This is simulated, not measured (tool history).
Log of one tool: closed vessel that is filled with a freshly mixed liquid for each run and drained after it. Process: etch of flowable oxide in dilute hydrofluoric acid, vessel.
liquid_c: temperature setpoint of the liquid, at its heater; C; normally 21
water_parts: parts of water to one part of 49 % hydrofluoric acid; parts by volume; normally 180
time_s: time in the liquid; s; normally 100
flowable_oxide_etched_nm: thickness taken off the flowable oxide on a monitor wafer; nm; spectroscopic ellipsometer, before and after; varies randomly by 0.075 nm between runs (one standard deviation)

run,day,liquid_c,water_parts,time_s,wafers since the last listed run,hours since the thermometer was replaced,hours since the hydrofluoric acid flow meter was replaced,hours since the gauge calibration,"read-back film thickness of the flowable oxide reference wafer, read on the same gauge (nm)",flowable_oxide_etched_nm
1,0,21,180,100,0,475.7,1123.1,145.3,150.03,13.19
2,0.567,21,180,100,1660,489.3,1136.7,158.9,149.99,13.15
3,1.142,21,180,100,1685,503.1,1150.5,172.7,150,13.31
4,1.617,21,180,100,1392,514.5,1161.9,184.1,149.99,13.23
5,2.129,21,180,100,1502,526.8,1174.2,196.4,149.99,13.33
# day 2.562: gauge calibrated
6,2.704,21,180,100,1685,540.6,1188,3.4,150.02,13.21
7,3.175,21,180,100,1379,551.9,1199.3,14.7,149.98,13.34
8,3.642,21,205,100,1367,563.1,1210.5,25.9,149.98,11.52
9,4.258,19.5,105,100,1807,577.9,1225.3,40.7,150.01,23.34
10,4.608,21,180,100,1025,586.3,1233.7,49.1,149.97,13.44
# day 5.238: hydrofluoric acid flow meter replaced
11,5.283,19,100,115,1856,602.5,1.1,65.3,149.98,28.06
12,5.8,18.5,115,100,1514,614.9,13.5,77.7,150.02,20.7
# day 5.971: thermometer replaced
13,6.075,23.5,180,100,683,2.5,20.1,84.3,150.03,13.11
14,6.725,23,270,100,1905,18.1,35.7,99.9,150,7.98

Run 15 comes next. What will it give?
15,7.425,21,180,100,2051,34.9,52.5,116.7,?,?

{"run 15": {"read-back film thickness of the flowable oxide reference wafer, read on the same gauge (nm)": 150.02, "flowable_oxide_etched_nm": 12.14}}
With no hidden state in the tool, this same run would have given flowable_oxide_etched_nm 12.06 nm.

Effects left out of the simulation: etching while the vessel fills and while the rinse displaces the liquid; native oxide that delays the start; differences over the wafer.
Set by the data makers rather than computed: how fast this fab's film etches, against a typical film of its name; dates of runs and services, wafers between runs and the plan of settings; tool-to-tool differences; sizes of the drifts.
